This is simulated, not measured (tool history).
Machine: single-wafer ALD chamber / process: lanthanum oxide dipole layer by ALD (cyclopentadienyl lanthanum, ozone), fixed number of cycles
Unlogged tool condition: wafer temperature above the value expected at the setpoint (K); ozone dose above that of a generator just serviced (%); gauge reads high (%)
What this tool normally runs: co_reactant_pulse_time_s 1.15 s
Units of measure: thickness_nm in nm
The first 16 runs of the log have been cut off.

run	hour	co_reactant_pulse_time_s	wafers since the last listed run	hours since the last thermocouple change	hours since the last ozone generator service	hours since the showerhead was replaced	hours since the gauge calibration	read-back reference wafer on the same gauge, thickness_nm	thickness_nm
# hour 1254.8: gauge calibrated
17	1288.1	1.15	1655	607.9	419.7	3475.5	33.3	0.538	0.549
18	1359.8	1.37	1798	679.6	491.4	3547.2	105	0.538	0.57
19	1440.1	0.86	2014	759.9	571.7	3627.5	185.3	0.537	0.51
20	1507.7	1.15	1695	827.5	639.3	3695.1	252.9	0.538	0.547
21	1547.4	0.8	995	867.2	679	3734.8	292.6	0.538	0.499
22	1649.2	1.15	2553	969	780.8	3836.6	394.4	0.538	0.539
23	1693.6	0.76	1113	1013.4	825.2	3881	438.8	0.538	0.487
# hour 1769.1: showerhead replaced, of another model than before
24	1794.3	0.97	2325	1114.1	925.9	25.2	539.5	0.538	0.524
# hour 1868.7: ozone generator serviced
# hour 2005.1: thermocouple changed; heater temperature recalibrated
25	2030.1	1.51	5514	25	161.4	261	775.3	0.538	0.578
26	2077.3	0.84	1184	72.2	208.6	308.2	822.5	0.538	0.521
27	2122.8	0.92	1141	117.7	254.1	353.7	868	0.538	0.529
28	2215.6	0.98	2328	210.5	346.9	446.5	960.8	0.538	0.535
29	2279.9	1.35	1613	274.8	411.2	510.8	1025.1	0.538	0.563
30	2331	0.84	1281	325.9	462.3	561.9	1076.2	0.538	0.518
31	2400.4	0.75	1741	395.3	531.7	631.3	1145.6	0.538	0.51
32	2504.4	1.46	2609	499.3	635.7	735.3	1249.6	0.538	0.568
33	2608	1.52	2599	602.9	739.3	838.9	1353.2	0.538	0.573
34	2654.4	1.02	1164	649.3	785.7	885.3	1399.6	0.538	0.53
35	2700.8	0.7	1164	695.7	832.1	931.7	1446	0.537	0.494

Forecast each of these 3 alternatives for the next run:
A	2701.2	1.27	10	696.1	832.5	932.1	1446.4	?	?
B	2701.2	0.73	10	696.1	832.5	932.1	1446.4	?	?
C	2701.2	0.87	10	696.1	832.5	932.1	1446.4	?	?

run	read-back reference wafer on the same gauge, thickness_nm	thickness_nm
A	0.538	0.554
B	0.538	0.5
C	0.538	0.518
With the hidden condition removed and each run's random variation left untouched, the same runs would have given:
run	thickness_nm
A	0.565
B	0.514
C	0.531
